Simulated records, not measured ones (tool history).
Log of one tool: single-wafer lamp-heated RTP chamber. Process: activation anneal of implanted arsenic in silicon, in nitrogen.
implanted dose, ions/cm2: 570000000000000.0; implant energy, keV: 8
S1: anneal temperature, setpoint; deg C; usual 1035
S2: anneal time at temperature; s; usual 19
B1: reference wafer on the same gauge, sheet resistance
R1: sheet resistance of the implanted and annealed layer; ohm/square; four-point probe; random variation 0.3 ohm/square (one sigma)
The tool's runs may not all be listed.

run   hour    S1  S2      B1      R1
  1      0  1035  22  216.99  196.21
  2   11.4  1035  22     217  196.05
  3   19.4  1035  19  216.94  198.54
      20.4  -- gauge calibrated
  4   27.3  1035  19  217.03  198.48
  5   34.5  1035  19  216.99  197.92
  6   45.3  1035  19  216.97  198.44
      63.9  -- reflector plate cleaned
  7   64.4  1035  19  216.99  198.46
  8   79.3  1035  19  216.97     198
  9   86.8  1055  24  217.04  187.05
 10  103.4  1035  19  217.01  197.44
     127.3  -- pyrometer window cleaned and pyrometer calibrated
 11  127.8  1035  19  217.03  202.11
 12  129.2  1023  16  216.96  209.72
     138.5  -- gauge calibrated
 13  139.1  1035  30  216.96  194.72
 14  148.6  1008  10  217.07  223.26
 15  157.9  1035  19  216.96  202.25
 16    175  1014  19  217.04  209.62
 17  188.8  1013  29  217.05  202.85

The tool's hidden state at each run:
wafer temperature error from the tarnished reflector plate, K: 0 in every run
gauge reads high (%): 0 in every run
H1: true wafer temperature minus pyrometer reading, K
run    H1
  1  10.1
  2  10.3
  3  10.5
  4  10.6
  5  10.7
  6  10.9
  7  11.3
  8  11.5
  9  11.7
 10    12
 11   1.2
 12  1.22
 13   1.4
 14  1.57
 15  1.74
 16  2.05
 17   2.3

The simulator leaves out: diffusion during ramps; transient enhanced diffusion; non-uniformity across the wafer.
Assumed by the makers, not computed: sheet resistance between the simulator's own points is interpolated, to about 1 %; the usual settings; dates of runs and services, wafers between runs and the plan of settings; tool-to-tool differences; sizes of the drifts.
